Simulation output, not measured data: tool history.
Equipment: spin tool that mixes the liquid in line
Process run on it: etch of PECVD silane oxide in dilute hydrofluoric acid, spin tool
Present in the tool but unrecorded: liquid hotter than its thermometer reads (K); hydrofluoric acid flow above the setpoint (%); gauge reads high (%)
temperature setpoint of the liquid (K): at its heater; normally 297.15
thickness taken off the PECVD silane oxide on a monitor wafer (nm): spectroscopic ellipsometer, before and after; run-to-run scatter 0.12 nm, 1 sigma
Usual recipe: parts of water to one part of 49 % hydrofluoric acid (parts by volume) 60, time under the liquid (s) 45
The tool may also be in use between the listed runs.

run	day	temperature setpoint of the liquid (K)	parts of water to one part of 49 % hydrofluoric acid (parts by volume)	time under the liquid (s)	wafers since the last listed run	hours since the thermometer was replaced	hours since the hydrofluoric acid flow meter was replaced	hours since the gauge calibration	read-back film thickness of the PECVD silane oxide reference wafer, read on the same gauge (nm)	thickness taken off the PECVD silane oxide on a monitor wafer (nm)
1	0	297.15	60	45	0	192	1634.7	1038.9	39.98	38.99
2	1.458	297.15	60	45	310	227	1669.7	1073.9	39.95	38.79
3	2.338	297.15	60	45	186	248.1	1690.8	1095	40.02	39.1
4	3.179	297.15	60	50	178	268.3	1711	1115.2	40.02	43.34
5	3.779	297.15	60	50	127	282.7	1725.4	1129.6	40.06	43.21
6	4.471	297.15	60	50	147	299.3	1742	1146.2	40.04	43.36
7	5.125	297.15	60	45	139	315	1757.7	1161.9	40	39.16
8	5.983	297.15	60	45	182	335.6	1778.3	1182.5	39.99	38.94
9	9.617	297.15	60	45	772	422.8	1865.5	1269.7	39.98	38.9
10	10.579	297.15	60	45	204	445.9	1888.6	1292.8	39.99	39.29
11	11.112	297.15	60	45	113	458.7	1901.4	1305.6	39.98	39.12
# day 11.883: gauge calibrated
12	12.529	297.15	60	45	301	492.7	1935.4	15.5	40.02	39.17
13	13.112	297.15	60	45	124	506.7	1949.4	29.5	40.02	39.07
14	13.796	297.15	60	45	145	523.1	1965.8	45.9	39.98	39.2
15	14.308	297.15	80	40	108	535.4	1978.1	58.2	39.99	25.48
16	15.058	297.15	60	45	159	553.4	1996.1	76.2	40.03	39.06
17	15.558	292.65	50	45	106	565.4	2008.1	88.2	40	39.42
18	16.096	300.15	85	25	114	578.3	2021	101.1	39.97	16.74
# day 16.175: hydrofluoric acid flow meter replaced
19	17.592	299.65	80	25	309	614.2	34	137	39.99	16.77
20	18.396	294.65	70	45	171	633.5	53.3	156.3	40.03	28.87
21	19.504	293.65	75	45	235	660.1	79.9	182.9	40	25.58
22	20.471	292.65	60	45	205	683.3	103.1	206.1	40	31.37
23	21.079	294.15	60	65	129	697.9	117.7	220.7	39.96	47.95
24	21.988	301.65	45	60	193	719.7	139.5	242.5	39.95	81.5
25	23.179	301.65	35	30	253	748.3	168.1	271.1	40.03	53.42
26	24.179	297.15	60	45	212	772.3	192.1	295.1	40.01	37.59
# day 24.45: thermometer replaced
27	25.042	302.15	60	45	174	14.2	212.8	315.8	40	45.8
28	29.475	297.15	60	35	942	120.6	319.2	422.2	40	29.52
29	33.008	298.65	50	45	751	205.4	404	507	40.01	48.94
30	34.438	294.65	60	55	303	239.7	438.3	541.3	39.99	41.69
31	35.904	297.15	45	45	311	274.9	473.5	576.5	39.97	51.72
32	37.158	297.15	60	45	266	305	503.6	606.6	40.07	37.87
33	38.004	297.15	60	45	179	325.3	523.9	626.9	39.99	37.74
34	38.671	298.65	50	20	141	341.3	539.9	642.9	40.01	21.74

Each run again, without the hidden state but with its own random variation kept:
run	thickness taken off the PECVD silane oxide on a monitor wafer (nm)
1	37.48
2	37.26
3	37.54
4	41.6
5	41.45
6	41.58
7	37.53
8	37.31
9	37.2
10	37.55
11	37.39
12	37.4
13	37.31
14	37.42
15	24.28
16	37.26
17	37.62
18	15.94
19	16.7
20	28.75
21	25.45
22	31.21
23	47.68
24	81.02
25	53.06
26	37.32
27	45.44
28	29.22
29	48.37
30	41.17
31	51.04
32	37.34
33	37.19
34	21.41
